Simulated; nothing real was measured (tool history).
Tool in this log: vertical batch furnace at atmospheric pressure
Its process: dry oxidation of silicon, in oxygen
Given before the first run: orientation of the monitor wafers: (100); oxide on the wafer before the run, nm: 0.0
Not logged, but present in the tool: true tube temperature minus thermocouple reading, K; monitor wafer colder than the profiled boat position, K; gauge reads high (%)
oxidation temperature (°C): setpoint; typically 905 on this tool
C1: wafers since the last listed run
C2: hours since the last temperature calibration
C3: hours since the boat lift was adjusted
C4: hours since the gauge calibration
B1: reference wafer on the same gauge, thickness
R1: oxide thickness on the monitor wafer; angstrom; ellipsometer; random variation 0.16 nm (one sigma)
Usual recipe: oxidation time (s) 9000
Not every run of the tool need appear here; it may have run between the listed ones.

Run 1, hour 0: usual settings but oxidation temperature (°C) 891; C1 0; C2 2898.6; C3 1877.8; C4 1280.6; B1 27.89. Result: R1 291 angstrom.
At hour 22.4: gauge calibrated.
Run 2, hour 85.4: usual settings; C1 544; C2 2984; C3 1963.2; C4 63; B1 27.91. Result: R1 336.7 angstrom.
Run 3, hour 157.3: usual settings; C1 458; C2 3055.9; C3 2035.1; C4 134.9; B1 27.91. Result: R1 335.6 angstrom.
Run 4, hour 223.7: usual settings; C1 423; C2 3122.3; C3 2101.5; C4 201.3; B1 27.93. Result: R1 336 angstrom.
Run 5, hour 303.8: usual settings but oxidation temperature (°C) 885, oxidation time (s) 12540; C1 510; C2 3202.4; C3 2181.6; C4 281.4; B1 27.91. Result: R1 342.4 angstrom.
Run 6, hour 348.6: usual settings but oxidation temperature (°C) 885, oxidation time (s) 12540; C1 285; C2 3247.2; C3 2226.4; C4 326.2; B1 27.91. Result: R1 341.9 angstrom.
Run 7, hour 405.2: usual settings; C1 360; C2 3303.8; C3 2283; C4 382.8; B1 27.92. Result: R1 338.6 angstrom.
Run 8, hour 482.4: usual settings but oxidation time (s) 7350; C1 492; C2 3381; C3 2360.2; C4 460; B1 27.89. Result: R1 292.3 angstrom.
Run 9, hour 578.1: usual settings but oxidation time (s) 7350; C1 609; C2 3476.7; C3 2455.9; C4 555.7; B1 27.92. Result: R1 291.5 angstrom.
At hour 675.7: thermocouples replaced and temperature profile calibrated.
Run 10, hour 676.2: usual settings; C1 472; C2 0.5; C3 2554; C4 653.8; B1 27.89. Result: R1 324.4 angstrom.
Run 11, hour 732.3: usual settings; C1 357; C2 56.6; C3 2610.1; C4 709.9; B1 27.89. Result: R1 326.4 angstrom.
Run 12, hour 805.1: usual settings; C1 464; C2 129.4; C3 2682.9; C4 782.7; B1 27.91. Result: R1 327.2 angstrom.
Run 13, hour 898.1: usual settings; C1 592; C2 222.4; C3 2775.9; C4 875.7; B1 27.92. Result: R1 325.9 angstrom.
At hour 1070.5: boat lift adjusted.
Run 14, hour 1128.6: usual settings; C1 1316; C2 452.9; C3 58.1; C4 1106.2; B1 27.92. Result: R1 338.8 angstrom.
Run 15, hour 1203.5: usual settings but oxidation temperature (°C) 912, oxidation time (s) 5790; C1 477; C2 527.8; C3 133; C4 1181.1; B1 27.92. Result: R1 269.8 angstrom.
At hour 1207.9: gauge calibrated.
Run 16, hour 1285: usual settings but oxidation temperature (°C) 898, oxidation time (s) 6300; C1 519; C2 609.3; C3 214.5; C4 77.1; B1 27.89. Result: R1 244.2 angstrom.
Run 17, hour 1372.7: usual settings; C1 558; C2 697; C3 302.2; C4 164.8; B1 27.9. Result: R1 335.9 angstrom.
Run 18, hour 1445.5: usual settings but oxidation temperature (°C) 919; C1 464; C2 769.8; C3 375; C4 237.6; B1 27.87. Result: R1 393.2 angstrom.
Run 19, hour 1481.8: usual settings but oxidation temperature (°C) 915; C1 231; C2 806.1; C3 411.3; C4 273.9; B1 27.93. Result: R1 376.8 angstrom.
Run 20, hour 1567.6: usual settings but oxidation temperature (°C) 924, oxidation time (s) 4590; C1 546; C2 891.9; C3 497.1; C4 359.7; B1 27.91. Result: R1 256.9 angstrom.
Run 21, hour 1632.6: usual settings but oxidation temperature (°C) 891; C1 414; C2 956.9; C3 562.1; C4 424.7; B1 27.89. Result: R1 293 angstrom.
Run 22, hour 1729.6: usual settings but oxidation temperature (°C) 926, oxidation time (s) 7620; C1 618; C2 1053.9; C3 659.1; C4 521.7; B1 27.9. Result: R1 375.4 angstrom.
Run 23, hour 1827.6: usual settings but oxidation temperature (°C) 921, oxidation time (s) 12630; C1 624; C2 1151.9; C3 757.1; C4 619.7; B1 27.9. Result: R1 510.2 angstrom.
Run 24, hour 1879.7: usual settings; C1 332; C2 1204; C3 809.2; C4 671.8; B1 27.92. Result: R1 333.8 angstrom.
Run 25, hour 1963.9: usual settings but oxidation temperature (°C) 898, oxidation time (s) 4950; C1 536; C2 1288.2; C3 893.4; C4 756; B1 27.93. Result: R1 207.6 angstrom.
Run 26, hour 2063.7: usual settings but oxidation time (s) 12960; C1 636; C2 1388; C3 993.2; C4 855.8; B1 27.89. Result: R1 433.9 angstrom.
Run 27, hour 2145.3: usual settings; C1 520; C2 1469.6; C3 1074.8; C4 937.4; B1 27.9. Result: R1 338.4 angstrom.
Run 28, hour 2220.6: usual settings but oxidation time (s) 12510; C1 479; C2 1544.9; C3 1150.1; C4 1012.7; B1 27.9. Result: R1 429.3 angstrom.

Alternative continuations, all from the tool just after run 28; predict every row:
Run A, hour 2226.5: usual settings but oxidation temperature (°C) 882; C1 37; C2 1550.8; C3 1156; C4 1018.6; B1 ?. Result: R1 ?.
Run B, hour 2226.5: usual settings but oxidation time (s) 6300; C1 37; C2 1550.8; C3 1156; C4 1018.6; B1 ?. Result: R1 ?.
Run C, hour 2226.5: usual settings but oxidation temperature (°C) 916, oxidation time (s) 13110; C1 37; C2 1550.8; C3 1156; C4 1018.6; B1 ?. Result: R1 ?.
Run D, hour 2226.5: usual settings but oxidation temperature (°C) 917, oxidation time (s) 12690; C1 37; C2 1550.8; C3 1156; C4 1018.6; B1 ?. Result: R1 ?.

run     B1     R1
  A  27.92  263.9
  B  27.92  264.4
  C  27.92  497.2
  D  27.92    491
Without the tool's unlogged condition, the same runs would have read:
run     R1
  A  262.3
  B  262.8
  C    494
  D  487.8

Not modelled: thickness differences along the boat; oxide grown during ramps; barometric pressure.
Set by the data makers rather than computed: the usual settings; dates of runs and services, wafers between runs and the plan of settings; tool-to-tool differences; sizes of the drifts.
